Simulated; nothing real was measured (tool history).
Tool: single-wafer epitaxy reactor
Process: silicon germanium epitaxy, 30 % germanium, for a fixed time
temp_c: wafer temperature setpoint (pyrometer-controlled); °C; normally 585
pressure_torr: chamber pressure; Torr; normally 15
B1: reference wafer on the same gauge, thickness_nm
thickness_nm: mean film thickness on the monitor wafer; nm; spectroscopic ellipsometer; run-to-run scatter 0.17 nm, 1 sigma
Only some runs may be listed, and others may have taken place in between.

run 1 hour=0 | temp_c=574 pressure_torr=13.6 | B1=40.19 | thickness_nm=30.582
run 2 hour=62.2 | temp_c=585 pressure_torr=15 | B1=40.14 | thickness_nm=39.651
run 3 hour=97.1 | temp_c=578 pressure_torr=13.2 | B1=40.203 | thickness_nm=33.078
run 4 hour=163.9 | temp_c=578 pressure_torr=13.2 | B1=40.204 | thickness_nm=33.394
run 5 hour=204 | temp_c=578 pressure_torr=13.2 | B1=40.145 | thickness_nm=33.259
-- hour=246.9 capacitance manometer re-zeroed and calibrated
run 6 hour=275.2 | temp_c=581 pressure_torr=15 | B1=40.182 | thickness_nm=35.801
run 7 hour=312.4 | temp_c=581 pressure_torr=15 | B1=40.261 | thickness_nm=35.728
-- hour=349.4 showerhead replaced
run 8 hour=382.9 | temp_c=585 pressure_torr=15 | B1=40.237 | thickness_nm=38.969
run 9 hour=446.8 | temp_c=585 pressure_torr=15 | B1=40.214 | thickness_nm=38.756
run 10 hour=499 | temp_c=573 pressure_torr=15 | B1=40.249 | thickness_nm=30.142
run 11 hour=545.6 | temp_c=573 pressure_torr=15 | B1=40.246 | thickness_nm=30.047
run 12 hour=614.5 | temp_c=573 pressure_torr=15 | B1=40.153 | thickness_nm=30.09
run 13 hour=646.3 | temp_c=578 pressure_torr=15 | B1=40.166 | thickness_nm=33.612
-- hour=684.1 pyrometer calibrated
run 14 hour=684.6 | temp_c=585 pressure_torr=15 | B1=40.235 | thickness_nm=39.176
run 15 hour=727.3 | temp_c=580 pressure_torr=15 | B1=40.214 | thickness_nm=34.953
run 16 hour=775.6 | temp_c=572 pressure_torr=18.3 | B1=40.208 | thickness_nm=30.654
run 17 hour=842 | temp_c=594 pressure_torr=11.3 | B1=40.209 | thickness_nm=44.865
run 18 hour=909.5 | temp_c=593 pressure_torr=15 | B1=40.297 | thickness_nm=46.056
run 19 hour=977.9 | temp_c=579 pressure_torr=17.8 | B1=40.277 | thickness_nm=35.578
run 20 hour=1030.6 | temp_c=585 pressure_torr=15 | B1=40.204 | thickness_nm=39.121
run 21 hour=1082.1 | temp_c=599 pressure_torr=17.1 | B1=40.27 | thickness_nm=53.997
-- hour=1096.5 gauge calibrated
run 22 hour=1124.5 | temp_c=597 pressure_torr=15 | B1=40.269 | thickness_nm=50.325
run 23 hour=1182 | temp_c=594 pressure_torr=16.6 | B1=40.208 | thickness_nm=48.542
run 24 hour=1218.3 | temp_c=576 pressure_torr=15 | B1=40.201 | thickness_nm=32.344
run 25 hour=1289.9 | temp_c=585 pressure_torr=15 | B1=40.154 | thickness_nm=39.198
run 26 hour=1332 | temp_c=585 pressure_torr=15 | B1=40.194 | thickness_nm=39.405
run 27 hour=1366.1 | temp_c=585 pressure_torr=18.4 | B1=40.187 | thickness_nm=41.086
run 28 hour=1397.5 | temp_c=577 pressure_torr=12.4 | B1=40.276 | thickness_nm=31.543
run 29 hour=1434.3 | temp_c=597 pressure_torr=11.3 | B1=40.295 | thickness_nm=47.969
run 30 hour=1506.1 | temp_c=589 pressure_torr=12.5 | B1=40.186 | thickness_nm=41.202
run 31 hour=1534.5 | temp_c=581 pressure_torr=13.1 | B1=40.297 | thickness_nm=34.906
run 32 hour=1593.1 | temp_c=573 pressure_torr=16.1 | B1=40.189 | thickness_nm=30.478

Run 33 is up next; what results do you expect?
run 33 hour=1657.3 | temp_c=585 pressure_torr=13.7 | B1=? | thickness_nm=?

For run 33 the tool returned B1 40.147, thickness_nm 38.518 nm.
Take away the tool's hidden state, keep the run-to-run variation as it was, and the same run would have given thickness_nm 38.13 nm.

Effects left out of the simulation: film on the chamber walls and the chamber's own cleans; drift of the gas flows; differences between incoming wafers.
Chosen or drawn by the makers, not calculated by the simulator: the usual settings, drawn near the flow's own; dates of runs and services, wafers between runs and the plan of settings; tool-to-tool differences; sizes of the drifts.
